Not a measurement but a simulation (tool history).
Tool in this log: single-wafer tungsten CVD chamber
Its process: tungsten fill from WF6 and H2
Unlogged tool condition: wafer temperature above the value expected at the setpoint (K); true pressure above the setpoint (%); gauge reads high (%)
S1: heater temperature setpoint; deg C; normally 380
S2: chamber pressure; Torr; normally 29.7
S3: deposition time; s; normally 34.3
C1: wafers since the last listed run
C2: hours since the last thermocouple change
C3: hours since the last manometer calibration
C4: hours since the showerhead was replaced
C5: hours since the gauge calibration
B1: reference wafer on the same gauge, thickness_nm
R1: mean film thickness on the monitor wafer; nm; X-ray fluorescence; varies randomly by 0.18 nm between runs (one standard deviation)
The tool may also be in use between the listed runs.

run	hour	S1	S2	S3	C1	C2	C3	C4	C5	B1	R1
1	0	376	32.7	34.3	0	1383.6	1740.3	4983.9	193.1	77.417	79.162
# hour 16.6: gauge calibrated
2	21.2	376	32.7	34.3	284	1404.8	1761.5	5005.1	4.6	77.387	79.303
3	38.4	376	32.7	34.3	230	1422	1778.7	5022.3	21.8	77.437	79.258
4	64.3	380	29.7	34.3	347	1447.9	1804.6	5048.2	47.7	77.488	79.018
5	94.4	380	29.7	34.3	403	1478	1834.7	5078.3	77.8	77.423	79.263
6	127.2	380	29.7	34.3	439	1510.8	1867.5	5111.1	110.6	77.384	79.202
# hour 148.4: thermocouple changed; heater temperature recalibrated
# hour 162.5: showerhead replaced
7	193.6	380	29.7	34.3	675	45.2	1933.9	31.1	177	77.416	72.958
# hour 208.2: capacitance manometer re-zeroed and calibrated
8	215.2	380	29.7	34.3	182	66.8	7	52.7	198.6	77.351	68.581
# hour 223.9: gauge calibrated
9	272.7	366	32.2	30.5	770	124.3	64.5	110.2	48.8	77.398	50.533
10	292.6	380	35.3	34.3	266	144.2	84.4	130.1	68.7	77.418	79.031
11	327.1	380	29.7	34.3	462	178.7	118.9	164.6	103.2	77.499	69.748
12	346.9	380	29.7	34.3	265	198.5	138.7	184.4	123	77.385	69.971
13	370.1	387	24.3	30.7	310	221.7	161.9	207.6	146.2	77.422	59.375
14	396.2	370	23.8	37.1	349	247.8	188	233.7	172.3	77.372	52.169
15	410.8	380	29.7	34.3	195	262.4	202.6	248.3	186.9	77.373	70.338
16	429.8	380	37.1	34.3	254	281.4	221.6	267.3	205.9	77.423	83.422
17	459.1	368	29.7	36.2	392	310.7	250.9	296.6	235.2	77.39	60.164

Measured minus without-hidden-state, run by run (identical run-to-run variation in each term; gauge scatter may differ):
run	R1
1	+10.382
2	+10.492
3	+10.561
4	+10.554
5	+10.715
6	+10.846
7	+4.6
8	+0.456
9	+0.787
10	+1.4
11	+1.583
12	+1.771
13	+1.682
14	+1.695
15	+2.349
16	+2.929
17	+2.415
